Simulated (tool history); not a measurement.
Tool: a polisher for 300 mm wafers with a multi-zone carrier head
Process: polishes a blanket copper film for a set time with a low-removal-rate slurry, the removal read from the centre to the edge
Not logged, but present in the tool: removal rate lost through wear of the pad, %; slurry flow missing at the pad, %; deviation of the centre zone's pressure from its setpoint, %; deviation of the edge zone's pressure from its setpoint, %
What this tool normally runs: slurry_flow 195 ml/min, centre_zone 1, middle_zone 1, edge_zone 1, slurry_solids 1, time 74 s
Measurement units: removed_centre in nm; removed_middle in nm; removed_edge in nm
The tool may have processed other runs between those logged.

| run | day | slurry_flow | centre_zone | middle_zone | edge_zone | slurry_solids | time | wafers since the last listed run | wafers polished on this pad | hours since the slurry nozzle was cleaned | hours since the centre zone pressure was calibrated | hours since the edge zone pressure was calibrated | hours since the carrier head's membrane was replaced | incoming thickness of the incoming film, nm | removed_centre | removed_middle | removed_edge |
|---|---|---|---|---|---|---|---|---|---|---|---|---|---|---|---|---|---|
| 1 | 0 | 195 | 1 | 1 | 1 | 1 | 74 | 0 | 4498 | 145.4 | 350.9 | 1162.9 | 115.3 | 1133.7 | 160.7 | 155 | 159.1 |
|  | 2.288 | edge zone pressure recalibrated |
| 2 | 3.196 | 155 | 1 | 0.94 | 1 | 1 | 97 | 817 | 5315 | 222.1 | 427.6 | 21.8 | 192 | 1123.9 | 207.5 | 188.1 | 205.8 |
| 3 | 6.2 | 195 | 1.06 | 1 | 1 | 1 | 74 | 789 | 6104 | 294.2 | 499.7 | 93.9 | 264.1 | 1121.4 | 169.2 | 156.6 | 160.7 |
| 4 | 8.292 | 195 | 1 | 1 | 0.96 | 1 | 74 | 549 | 6654 | 344.4 | 549.9 | 144.1 | 314.3 | 1130.2 | 158.1 | 156.4 | 159.1 |
| 5 | 10.967 | 195 | 1 | 1 | 1 | 1 | 74 | 702 | 7356 | 408.6 | 614.1 | 208.3 | 378.5 | 1117.9 | 157.6 | 155.1 | 161.2 |
|  | 18.817 | worn pad replaced by a new one |
|  | 19.458 | centre zone pressure recalibrated |
| 6 | 23.062 | 195 | 0.97 | 1 | 1 | 1 | 74 | 3111 | 1092 | 698.9 | 86.5 | 498.6 | 668.8 | 1120.4 | 149.4 | 153.8 | 156.7 |
|  | 24.6 | slurry nozzle cleaned |
| 7 | 26.796 | 195 | 1 | 1 | 1 | 1 | 96 | 969 | 2062 | 52.7 | 176.1 | 588.2 | 758.4 | 1113.3 | 206.7 | 201 | 209.1 |
| 8 | 31.088 | 230 | 1 | 1 | 1.04 | 1.1 | 49 | 1127 | 3189 | 155.7 | 279.1 | 691.2 | 861.4 | 1098.1 | 112 | 108.5 | 113.7 |
| 9 | 34.967 | 195 | 1 | 1.11 | 1.1 | 1 | 74 | 1018 | 4208 | 248.8 | 372.2 | 784.3 | 954.5 | 1115.2 | 162.8 | 171.2 | 171.2 |
| 10 | 37.575 | 195 | 1.05 | 1 | 1 | 1.1 | 74 | 685 | 4893 | 311.4 | 434.8 | 846.9 | 1017.1 | 1127 | 171.6 | 159.6 | 164.1 |
| 11 | 40.979 | 150 | 1 | 1 | 1 | 1 | 64 | 894 | 5787 | 393.1 | 516.5 | 928.6 | 1098.8 | 1112.1 | 133.4 | 129.7 | 136.1 |
| 12 | 44.525 | 195 | 1 | 1 | 1 | 1 | 74 | 931 | 6718 | 478.2 | 601.6 | 1013.7 | 1183.9 | 1125.8 | 157.5 | 156.9 | 160.6 |
|  | 47.088 | worn pad replaced by a new one |
| 13 | 47.246 | 195 | 1 | 1 | 1 | 0.8 | 85 | 670 | 41 | 543.5 | 666.9 | 1079 | 1249.2 | 1126.9 | 167.8 | 165.1 | 168.4 |
| 14 | 51.238 | 195 | 1 | 1 | 1 | 1 | 74 | 1048 | 1089 | 639.3 | 762.7 | 1174.8 | 1345 | 1111.4 | 154.3 | 154.9 | 157 |
| 15 | 54.15 | 195 | 1.09 | 1 | 1 | 1 | 74 | 764 | 1854 | 709.2 | 832.6 | 1244.7 | 1414.9 | 1124.3 | 168.8 | 148.7 | 157.9 |
|  | 55.296 | centre zone pressure recalibrated |
|  | 57.292 | edge zone pressure recalibrated |
| 16 | 57.679 | 195 | 1 | 1 | 1 | 1.2 | 74 | 883 | 2737 | 793.9 | 57.2 | 9.3 | 1499.6 | 1130.2 | 162.9 | 158.7 | 162.6 |
|  | 59.588 | slurry nozzle cleaned |
| 17 | 66.758 | 195 | 1 | 1 | 0.96 | 0.8 | 74 | 2373 | 5111 | 172.1 | 275.1 | 227.2 | 1717.5 | 1115 | 151.6 | 148.3 | 149.8 |
| 18 | 69.812 | 195 | 1 | 0.97 | 1 | 1.05 | 74 | 802 | 5913 | 245.4 | 348.4 | 300.5 | 1790.8 | 1131.8 | 164.8 | 153.3 | 162.1 |
| 19 | 71.942 | 195 | 1 | 1 | 1 | 0.8 | 53 | 559 | 6472 | 296.5 | 399.5 | 351.6 | 1841.9 | 1119.3 | 109.8 | 104.1 | 108.4 |
| 20 | 75.188 | 195 | 1 | 1 | 1 | 1 | 74 | 852 | 7325 | 374.4 | 477.4 | 429.5 | 1919.8 | 1100.1 | 157.4 | 158.8 | 160.6 |
| 21 | 77.392 | 130 | 1 | 1 | 0.95 | 1 | 94 | 578 | 7904 | 427.3 | 530.3 | 482.4 | 1972.7 | 1133 | 192.8 | 187.2 | 191.3 |
| 22 | 79.642 | 195 | 1 | 1 | 1 | 0.7 | 56 | 590 | 8495 | 481.3 | 584.3 | 536.4 | 2026.7 | 1111.1 | 108.1 | 104.4 | 110.4 |

Here are 3 independent what-if runs from the current tool condition. What would each one return?
| A | 79.662 | 195 | 1 | 1 | 1 | 1 | 74 | 5 | 8500 | 481.8 | 584.8 | 536.9 | 2027.2 | 1096.8 | ? | ? | ? |
| B | 79.662 | 145 | 1.08 | 1 | 1 | 1 | 74 | 5 | 8500 | 481.8 | 584.8 | 536.9 | 2027.2 | 1096.8 | ? | ? | ? |
| C | 79.662 | 240 | 1 | 0.92 | 1 | 1 | 74 | 5 | 8500 | 481.8 | 584.8 | 536.9 | 2027.2 | 1096.8 | ? | ? | ? |

| run | removed_centre | removed_middle | removed_edge |
|---|---|---|---|
| A | 156 | 148.9 | 160.3 |
| B | 162 | 143.6 | 156.2 |
| C | 160.1 | 142.1 | 163.2 |
What these runs would have given with no unlogged condition in the tool:
| run | removed_centre | removed_middle | removed_edge |
|---|---|---|---|
| A | 161.2 | 153.3 | 163.7 |
| B | 168.5 | 148.7 | 160.2 |
| C | 164.7 | 145.8 | 166.3 |

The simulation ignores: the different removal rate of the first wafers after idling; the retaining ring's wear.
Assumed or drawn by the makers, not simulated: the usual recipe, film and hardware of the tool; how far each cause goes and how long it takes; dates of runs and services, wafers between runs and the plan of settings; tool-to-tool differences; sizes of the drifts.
